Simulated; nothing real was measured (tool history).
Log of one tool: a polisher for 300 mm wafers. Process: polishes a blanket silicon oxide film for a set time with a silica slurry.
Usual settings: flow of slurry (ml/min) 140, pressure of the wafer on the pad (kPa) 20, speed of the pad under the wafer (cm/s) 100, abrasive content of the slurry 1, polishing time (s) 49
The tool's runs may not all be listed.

run,hour,flow of slurry (ml/min),pressure of the wafer on the pad (kPa),speed of the pad under the wafer (cm/s),abrasive content of the slurry,polishing time (s),"incoming thickness of the incoming film, nm",film removed (angstrom)
1,0,140,15.9,100,0.9,49,1124,621
2,35.9,140,15.9,100,0.9,49,1098.8,606
3,69.5,140,20,100,0.9,49,1097.8,755
# hour 86.5: slurry blender recalibrated
4,86.9,140,20,100,0.9,49,1130.4,741
5,106.6,140,20,100,0.9,49,1110.9,737
# hour 123.7: worn pad replaced by a new one
6,150.6,140,20,100,1.2,49,1116.4,789
# hour 155.5: conditioning disc replaced and pad reconditioned
7,179.3,140,20,100,1.2,49,1139.2,845
8,197.8,140,21.4,100,1,49,1122.1,845
9,213.6,140,21.4,100,1,49,1111,837
10,233.1,140,20,100,1,49,1120.7,778
# hour 236.5: slurry blender recalibrated
# hour 243.7: worn pad replaced by a new one
11,247.8,140,20,100,1,49,1129.1,767
12,288,140,20,100,1.3,32,1125.7,527
13,313.5,140,20,100,1,33,1124.8,498
# hour 316.3: slurry nozzle cleaned
# hour 378.7: conditioning disc replaced and pad reconditioned
# hour 378.9: slurry blender recalibrated
# hour 382.3: worn pad replaced by a new one
14,418.1,140,20,100,1,49,1138,770
15,437.2,140,20,100,1,40,1123.1,614
16,462.1,140,20,100,1,49,1137.6,746
# hour 482.2: head pressure recalibrated
17,494.3,140,20,100,1,40,1121.2,672
# hour 515.7: worn pad replaced by a new one
18,519.6,140,15.9,100,0.9,49,1115.6,633
# hour 522.5: slurry blender recalibrated
19,533.4,120,20,72,1.1,43,1139.7,595
20,557.7,140,23.4,100,1,66,1115.6,1253
21,574.9,140,24.1,120,1,49,1141.7,1055
# hour 604.1: conditioning disc replaced and pad reconditioned
22,610.9,140,15.9,100,1,64,1100.4,896
# hour 645.1: slurry blender recalibrated
23,645.6,140,15.9,100,0.9,49,1134.6,639
# hour 654.7: worn pad replaced by a new one
24,676,140,20,120,1,49,1107.8,900

Forecast each of these 5 alternatives for the next run:
A,676.4,100,20,100,1,49,1126.8,?
B,676.4,140,17.2,90,0.85,65,1126.8,?
C,676.4,170,24.8,100,1,49,1126.8,?
D,676.4,140,20,100,1,44,1126.8,?
E,676.4,100,20,100,1,63,1126.8,?

run,film removed (angstrom)
A,741
B,832
C,1020
D,722
E,952
Without the tool's hidden state the same runs would have given:
run,film removed (angstrom)
A,820
B,911
C,1145
D,800
E,1055
